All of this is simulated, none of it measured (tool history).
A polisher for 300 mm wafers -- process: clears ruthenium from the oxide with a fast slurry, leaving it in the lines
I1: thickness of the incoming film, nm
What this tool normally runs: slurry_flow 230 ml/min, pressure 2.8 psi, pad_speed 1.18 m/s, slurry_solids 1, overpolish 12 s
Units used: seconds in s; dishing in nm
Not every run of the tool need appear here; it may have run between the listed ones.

{"run": 1, "hour": 0.0, "slurry_flow": 265, "pressure": 2.8, "pad_speed": 1.18, "slurry_solids": 0.85, "overpolish": 12, "I1": 159.7, "seconds": 32.1, "dishing": 45.4}
{"hour": 37.1, "done": "worn pad replaced by a new one"}
{"run": 2, "hour": 103.7, "slurry_flow": 230, "pressure": 2.8, "pad_speed": 1.18, "slurry_solids": 1, "overpolish": 12, "I1": 159.7, "seconds": 30.3, "dishing": 46.5}
{"run": 3, "hour": 209.4, "slurry_flow": 230, "pressure": 2.8, "pad_speed": 1.18, "slurry_solids": 1, "overpolish": 12, "I1": 160.7, "seconds": 31.7, "dishing": 46.8}
{"hour": 212.6, "done": "slurry blender recalibrated"}
{"run": 4, "hour": 287.3, "slurry_flow": 230, "pressure": 2.8, "pad_speed": 1.18, "slurry_solids": 1, "overpolish": 12, "I1": 159.5, "seconds": 31.4, "dishing": 45.5}
{"run": 5, "hour": 352.2, "slurry_flow": 190, "pressure": 2.8, "pad_speed": 1.18, "slurry_solids": 1.15, "overpolish": 12, "I1": 159.7, "seconds": 29.1, "dishing": 48.2}
{"run": 6, "hour": 450.9, "slurry_flow": 190, "pressure": 2.8, "pad_speed": 1.18, "slurry_solids": 1.15, "overpolish": 12, "I1": 158.7, "seconds": 29.3, "dishing": 49.6}
{"hour": 470.4, "done": "worn pad replaced by a new one, repeated, since the last time left the tool worse"}
{"run": 7, "hour": 532.5, "slurry_flow": 230, "pressure": 2.8, "pad_speed": 1.18, "slurry_solids": 1, "overpolish": 12, "I1": 158.5, "seconds": 26.9, "dishing": 52.3}
{"hour": 604.8, "done": "slurry nozzle cleaned"}
{"run": 8, "hour": 634.3, "slurry_flow": 230, "pressure": 2.8, "pad_speed": 1.18, "slurry_solids": 1, "overpolish": 12, "I1": 160.1, "seconds": 26.8, "dishing": 51}
{"run": 9, "hour": 700.6, "slurry_flow": 230, "pressure": 2.8, "pad_speed": 1.18, "slurry_solids": 1, "overpolish": 12, "I1": 159.3, "seconds": 27.9, "dishing": 51.5}
{"run": 10, "hour": 770.4, "slurry_flow": 230, "pressure": 2.8, "pad_speed": 1.18, "slurry_solids": 1.2, "overpolish": 12, "I1": 159.5, "seconds": 24.7, "dishing": 56.1}
{"hour": 790.4, "done": "slurry blender recalibrated"}
{"run": 11, "hour": 870.4, "slurry_flow": 230, "pressure": 2.8, "pad_speed": 1.18, "slurry_solids": 1.2, "overpolish": 12, "I1": 162.8, "seconds": 25.9, "dishing": 57.6}
{"run": 12, "hour": 950.8, "slurry_flow": 300, "pressure": 3.3, "pad_speed": 0.8, "slurry_solids": 1, "overpolish": 12, "I1": 160.4, "seconds": 33.4, "dishing": 42.2}
{"hour": 966.0, "done": "worn pad replaced by a new one"}
{"hour": 984.6, "done": "head pressure recalibrated"}
{"run": 13, "hour": 1055.6, "slurry_flow": 165, "pressure": 3.1, "pad_speed": 1.18, "slurry_solids": 1.3, "overpolish": 7, "I1": 158.3, "seconds": 21.8, "dishing": 39.4}
{"run": 14, "hour": 1159.1, "slurry_flow": 150, "pressure": 3.6, "pad_speed": 1.18, "slurry_solids": 0.75, "overpolish": 12, "I1": 157.5, "seconds": 29.8, "dishing": 47.5}
{"run": 15, "hour": 1253.0, "slurry_flow": 185, "pressure": 2.8, "pad_speed": 1.18, "slurry_solids": 1, "overpolish": 12, "I1": 160.3, "seconds": 29.4, "dishing": 48.5}
{"hour": 1271.2, "done": "slurry blender recalibrated"}
{"run": 16, "hour": 1330.9, "slurry_flow": 190, "pressure": 2.8, "pad_speed": 1.18, "slurry_solids": 1.15, "overpolish": 12, "I1": 158, "seconds": 25.8, "dishing": 54.3}
{"run": 17, "hour": 1375.1, "slurry_flow": 230, "pressure": 3.7, "pad_speed": 1.36, "slurry_solids": 1.2, "overpolish": 12, "I1": 160.3, "seconds": 16.4, "dishing": 78.8}
{"run": 18, "hour": 1436.2, "slurry_flow": 265, "pressure": 2.8, "pad_speed": 1.18, "slurry_solids": 0.85, "overpolish": 12, "I1": 161, "seconds": 32.6, "dishing": 44.5}
{"hour": 1440.5, "done": "slurry nozzle cleaned"}
{"run": 19, "hour": 1529.4, "slurry_flow": 230, "pressure": 3.3, "pad_speed": 1.18, "slurry_solids": 1, "overpolish": 12, "I1": 161.5, "seconds": 23.8, "dishing": 57.7}
{"hour": 1546.0, "done": "worn pad replaced by a new one"}
{"run": 20, "hour": 1570.4, "slurry_flow": 165, "pressure": 2, "pad_speed": 1.18, "slurry_solids": 1, "overpolish": 12, "I1": 158.5, "seconds": 38.9, "dishing": 38.5}
{"run": 21, "hour": 1662.3, "slurry_flow": 230, "pressure": 2.2, "pad_speed": 1.18, "slurry_solids": 1, "overpolish": 12, "I1": 160.9, "seconds": 34.9, "dishing": 42.8}
{"run": 22, "hour": 1712.9, "slurry_flow": 230, "pressure": 2.8, "pad_speed": 1.18, "slurry_solids": 1, "overpolish": 12, "I1": 160.5, "seconds": 28, "dishing": 50.6}
{"hour": 1752.9, "done": "slurry blender recalibrated"}
{"run": 23, "hour": 1753.3, "slurry_flow": 270, "pressure": 2.8, "pad_speed": 1.18, "slurry_solids": 1.1, "overpolish": 12, "I1": 159.9, "seconds": 25.4, "dishing": 54.3}
{"run": 24, "hour": 1813.1, "slurry_flow": 230, "pressure": 2.8, "pad_speed": 1.18, "slurry_solids": 0.8, "overpolish": 12, "I1": 161.3, "seconds": 34.8, "dishing": 43.2}
{"run": 25, "hour": 1849.6, "slurry_flow": 275, "pressure": 2.8, "pad_speed": 1.18, "slurry_solids": 1, "overpolish": 12, "I1": 162.4, "seconds": 28.2, "dishing": 50.3}
{"run": 26, "hour": 1887.3, "slurry_flow": 150, "pressure": 3.6, "pad_speed": 1.18, "slurry_solids": 0.75, "overpolish": 12, "I1": 163.3, "seconds": 31.2, "dishing": 46.1}
{"run": 27, "hour": 1979.3, "slurry_flow": 185, "pressure": 3.2, "pad_speed": 1.5, "slurry_solids": 1, "overpolish": 14, "I1": 160.7, "seconds": 19.8, "dishing": 77.2}
{"hour": 2019.0, "done": "head pressure recalibrated"}
{"run": 28, "hour": 2053.4, "slurry_flow": 265, "pressure": 2.8, "pad_speed": 1.18, "slurry_solids": 0.85, "overpolish": 12, "I1": 161, "seconds": 32.6, "dishing": 46}
{"hour": 2086.7, "done": "worn pad replaced by a new one"}
{"run": 29, "hour": 2098.9, "slurry_flow": 230, "pressure": 2, "pad_speed": 1.44, "slurry_solids": 1, "overpolish": 12, "I1": 159.8, "seconds": 31.2, "dishing": 44.7}

Measured result minus the same run's result without the hidden state. Both carry the same run-to-run variation, though not necessarily the same gauge scatter:
The hidden state here: removal rate lost through wear of the pad, %; slurry flow missing at the pad, %; deviation of the head's pressure from its setpoint, %; abrasive missing from the slurry, %.
run=1 seconds=+1.8 dishing=-2.5
run=2 seconds=+3.7 dishing=-5.7
run=3 seconds=+4.5 dishing=-6.7
run=4 seconds=+4.6 dishing=-6.9
run=5 seconds=+4.4 dishing=-7.4
run=6 seconds=+4.5 dishing=-7.9
run=7 seconds=+0.5 dishing=-0.9
run=8 seconds=+1 dishing=-1.7
run=9 seconds=+1.2 dishing=-2
run=10 seconds=+1.2 dishing=-2.3
run=11 seconds=+1.3 dishing=-2.6
run=12 seconds=+1.8 dishing=-2.1
run=13 seconds=+0.6 dishing=-1
run=14 seconds=+1.2 dishing=-1.8
run=15 seconds=+1.5 dishing=-2.1
run=16 seconds=+1.4 dishing=-2.6
run=17 seconds=+0.9 dishing=-3.4
run=18 seconds=+1.7 dishing=-2.3
run=19 seconds=+1.4 dishing=-2.9
run=20 seconds=+0.4 dishing=-0.4
run=21 seconds=+1 dishing=-1.2
run=22 seconds=+1.1 dishing=-1.6
run=23 seconds=+1.1 dishing=-1.9
run=24 seconds=+1.6 dishing=-1.8
run=25 seconds=+1.4 dishing=-2.2
run=26 seconds=+1.6 dishing=-2.2
run=27 seconds=+1.1 dishing=-3.4
run=28 seconds=+1.8 dishing=-2.4
run=29 seconds=+0.5 dishing=-0.7
